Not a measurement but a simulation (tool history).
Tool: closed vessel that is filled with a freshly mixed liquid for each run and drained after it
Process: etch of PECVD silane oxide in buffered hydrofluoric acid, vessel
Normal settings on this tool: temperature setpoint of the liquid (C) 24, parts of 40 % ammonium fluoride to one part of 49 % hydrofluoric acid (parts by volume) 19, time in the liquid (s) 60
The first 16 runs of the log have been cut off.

| run | hour | temperature setpoint of the liquid (C) | parts of 40 % ammonium fluoride to one part of 49 % hydrofluoric acid (parts by volume) | time in the liquid (s) | read-back film thickness of the PECVD silane oxide reference wafer, read on the same gauge (nm) | thickness taken off the PECVD silane oxide on a monitor wafer (nm) |
|---|---|---|---|---|---|---|
| 17 | 195.4 | 26.5 | 23.5 | 60 | 50 | 80.73 |
|  | 200.2 | gauge calibrated |
| 18 | 207.9 | 27 | 14 | 70 | 50.02 | 160.94 |
| 19 | 251 | 24 | 25 | 30 | 49.98 | 33.86 |
| 20 | 257 | 24 | 19 | 80 | 49.99 | 114.1 |
| 21 | 274.3 | 24 | 19 | 70 | 50.03 | 100.78 |
| 22 | 283 | 24 | 19 | 85 | 49.97 | 122.93 |
| 23 | 295.5 | 29 | 25 | 35 | 49.99 | 52.2 |
| 24 | 304.7 | 24 | 19 | 30 | 49.95 | 44.2 |
| 25 | 320 | 24 | 24 | 70 | 50.04 | 81.63 |
|  | 335.8 | hydrofluoric acid flow meter replaced |
| 26 | 336.3 | 24 | 19 | 60 | 50.03 | 76.49 |
| 27 | 348.2 | 27 | 22.5 | 75 | 50.01 | 100.01 |
| 28 | 370.8 | 24 | 13 | 60 | 49.98 | 110.72 |
| 29 | 387.1 | 24 | 24 | 70 | 50.01 | 74.42 |
| 30 | 394.1 | 29 | 14 | 90 | 50.02 | 206.61 |
| 31 | 403.8 | 24 | 14 | 60 | 49.99 | 105.18 |
| 32 | 418.2 | 24 | 24.5 | 90 | 50.02 | 96.29 |
| 33 | 428.5 | 24 | 19 | 60 | 50.01 | 77.17 |

Below are 4 alternative next runs, each starting from the tool's condition after run 33. Predict each:
| A | 429.2 | 24 | 19 | 75 | ? | ? |
| B | 429.2 | 26 | 21 | 30 | ? | ? |
| C | 429.2 | 24 | 13.5 | 30 | ? | ? |
| D | 429.2 | 24 | 25.5 | 60 | ? | ? |

| run | read-back film thickness of the PECVD silane oxide reference wafer, read on the same gauge (nm) | thickness taken off the PECVD silane oxide on a monitor wafer (nm) |
|---|---|---|
| A | 49.96 | 95.94 |
| B | 49.96 | 39.14 |
| C | 49.96 | 53.7 |
| D | 49.96 | 61.43 |
With no hidden state in the tool, these same runs would have given:
| run | thickness taken off the PECVD silane oxide on a monitor wafer (nm) |
|---|---|
| A | 94.4 |
| B | 38.7 |
| C | 52.85 |
| D | 60.74 |

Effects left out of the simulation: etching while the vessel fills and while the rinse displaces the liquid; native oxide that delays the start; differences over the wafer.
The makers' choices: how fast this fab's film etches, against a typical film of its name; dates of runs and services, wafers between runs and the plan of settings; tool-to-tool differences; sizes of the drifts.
